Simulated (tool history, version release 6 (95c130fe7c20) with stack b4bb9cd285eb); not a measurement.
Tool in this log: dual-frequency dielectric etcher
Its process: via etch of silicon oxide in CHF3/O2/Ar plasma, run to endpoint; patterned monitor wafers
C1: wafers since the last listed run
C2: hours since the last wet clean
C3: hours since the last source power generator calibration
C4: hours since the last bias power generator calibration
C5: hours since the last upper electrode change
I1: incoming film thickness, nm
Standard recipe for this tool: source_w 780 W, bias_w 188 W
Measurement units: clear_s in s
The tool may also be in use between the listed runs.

run 1 hour=0 | source_w=780 bias_w=176 | C1=0 C2=234.2 C3=2550.8 C4=3331.1 C5=4040.9 | I1=548.1 | clear_s=233.7
run 2 hour=40.7 | source_w=780 bias_w=176 | C1=208 C2=274.9 C3=2591.5 C4=3371.8 C5=4081.6 | I1=550.3 | clear_s=236.2
-- hour=174.7 wet clean of the chamber
run 3 hour=250.1 | source_w=780 bias_w=188 | C1=948 C2=75.4 C3=2800.9 C4=3581.2 C5=4291 | I1=544.9 | clear_s=228.3
run 4 hour=314.9 | source_w=780 bias_w=188 | C1=331 C2=140.2 C3=2865.7 C4=3646 C5=4355.8 | I1=548.1 | clear_s=227.7
run 5 hour=356.1 | source_w=780 bias_w=188 | C1=210 C2=181.4 C3=2906.9 C4=3687.2 C5=4397 | I1=546 | clear_s=227.2
run 6 hour=463.7 | source_w=780 bias_w=188 | C1=550 C2=289 C3=3014.5 C4=3794.8 C5=4504.6 | I1=544.1 | clear_s=221.8
run 7 hour=512 | source_w=780 bias_w=188 | C1=246 C2=337.3 C3=3062.8 C4=3843.1 C5=4552.9 | I1=556.6 | clear_s=223.8
run 8 hour=553.5 | source_w=780 bias_w=188 | C1=212 C2=378.8 C3=3104.3 C4=3884.6 C5=4594.4 | I1=549.9 | clear_s=222
-- hour=627.6 wet clean of the chamber
run 9 hour=639.3 | source_w=780 bias_w=217 | C1=316 C2=11.7 C3=3190.1 C4=3970.4 C5=4680.2 | I1=553 | clear_s=216.5
-- hour=672.2 bias power generator calibrated
run 10 hour=708 | source_w=780 bias_w=188 | C1=330 C2=80.4 C3=3258.8 C4=35.8 C5=4748.9 | I1=544.7 | clear_s=231
run 11 hour=803.6 | source_w=780 bias_w=188 | C1=488 C2=176 C3=3354.4 C4=131.4 C5=4844.5 | I1=552.7 | clear_s=229.2
run 12 hour=844.4 | source_w=780 bias_w=214 | C1=208 C2=216.8 C3=3395.2 C4=172.2 C5=4885.3 | I1=551.6 | clear_s=213.3
run 13 hour=932.2 | source_w=690 bias_w=211 | C1=448 C2=304.6 C3=3483 C4=260 C5=4973.1 | I1=551.6 | clear_s=222.4
run 14 hour=992 | source_w=780 bias_w=188 | C1=305 C2=364.4 C3=3542.8 C4=319.8 C5=5032.9 | I1=549.3 | clear_s=220.9
run 15 hour=1078.3 | source_w=780 bias_w=188 | C1=441 C2=450.7 C3=3629.1 C4=406.1 C5=5119.2 | I1=546.5 | clear_s=219.9
-- hour=1111.8 upper electrode replaced
-- hour=1122.3 wet clean of the chamber
run 16 hour=1123.6 | source_w=780 bias_w=215 | C1=55 C2=1.3 C3=3674.4 C4=451.4 C5=11.8 | I1=552.3 | clear_s=218.8
-- hour=1182.6 source power generator calibrated
run 17 hour=1209.2 | source_w=780 bias_w=188 | C1=417 C2=86.9 C3=26.6 C4=537 C5=97.4 | I1=553.7 | clear_s=231.9
run 18 hour=1306.6 | source_w=840 bias_w=215 | C1=498 C2=184.3 C3=124 C4=634.4 C5=194.8 | I1=544.4 | clear_s=207.4
run 19 hour=1369.4 | source_w=650 bias_w=215 | C1=321 C2=247.1 C3=186.8 C4=697.2 C5=257.6 | I1=545.1 | clear_s=220.1
run 20 hour=1406.1 | source_w=720 bias_w=156 | C1=187 C2=283.8 C3=223.5 C4=733.9 C5=294.3 | I1=546.6 | clear_s=255.5
run 21 hour=1615.5 | source_w=700 bias_w=229 | C1=1070 C2=493.2 C3=432.9 C4=943.3 C5=503.7 | I1=548.8 | clear_s=203.6
-- hour=1647.6 wet clean of the chamber
run 22 hour=1652.4 | source_w=780 bias_w=188 | C1=65 C2=4.8 C3=469.8 C4=980.2 C5=540.6 | I1=548.1 | clear_s=230.5
run 23 hour=1756.1 | source_w=710 bias_w=233 | C1=530 C2=108.5 C3=573.5 C4=1083.9 C5=644.3 | I1=552.1 | clear_s=214.3
run 24 hour=1793.9 | source_w=650 bias_w=215 | C1=193 C2=146.3 C3=611.3 C4=1121.7 C5=682.1 | I1=552.2 | clear_s=225

4 options for the next run, each taken on its own from the tool as it stands now. Forecast them:
run A hour=1794.4 | source_w=780 bias_w=188 | C1=2 C2=146.8 C3=611.8 C4=1122.2 C5=682.6 | I1=549.6 | clear_s=?
run B hour=1794.4 | source_w=610 bias_w=188 | C1=2 C2=146.8 C3=611.8 C4=1122.2 C5=682.6 | I1=549.6 | clear_s=?
run C hour=1794.4 | source_w=870 bias_w=174 | C1=2 C2=146.8 C3=611.8 C4=1122.2 C5=682.6 | I1=549.6 | clear_s=?
run D hour=1794.4 | source_w=860 bias_w=205 | C1=2 C2=146.8 C3=611.8 C4=1122.2 C5=682.6 | I1=549.6 | clear_s=?

run=A clear_s=230
run=B clear_s=247.2
run=C clear_s=231.9
run=D clear_s=213.4
With the hidden condition removed and each run's random variation left untouched, the same runs would have given:
run=A clear_s=233.7
run=B clear_s=251.2
run=C clear_s=235.6
run=D clear_s=216.8
